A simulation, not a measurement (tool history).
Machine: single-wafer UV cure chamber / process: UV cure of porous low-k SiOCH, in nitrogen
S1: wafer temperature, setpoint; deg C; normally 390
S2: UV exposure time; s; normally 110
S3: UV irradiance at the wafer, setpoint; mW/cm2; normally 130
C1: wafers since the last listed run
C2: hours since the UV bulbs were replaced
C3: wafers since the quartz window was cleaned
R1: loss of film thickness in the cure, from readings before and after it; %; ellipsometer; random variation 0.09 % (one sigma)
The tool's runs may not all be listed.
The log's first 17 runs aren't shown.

run     day   S1   S2   S3   C1      C2    C3      R1
 18  19.350  390  110  147  113  2018.9   659   7.892
 19  20.179  390  110  130  130  2038.8   789   7.319
 20  21.625  390  110   94  226  2073.5  1016   5.661
 21  22.612  398  110  130  154  2097.2  1171   6.982
     24.229  -- quartz window cleaned
 22  24.250  390  110  130  204  2136.5     3   7.766
 23  25.112  404   55  110  135  2157.2   138   4.525
 24  27.400  390   50  116  358  2212.1   497   4.079
     28.138  -- UV bulbs replaced
 25  28.208  390  175  130   74     1.7   572  11.809
 26  28.942  390  110  117  115    19.3   687   8.866
 27  30.088  390  110  130  179    46.8   867   9.182

Estimate the outcome of run 28 from the log above:
 28  31.012  390  110  130  145  69.0  1012   ?

{"run 28": {"R1": 8.842}}
Had the tool carried no hidden state, the very same run would have given R1 9.756 %.
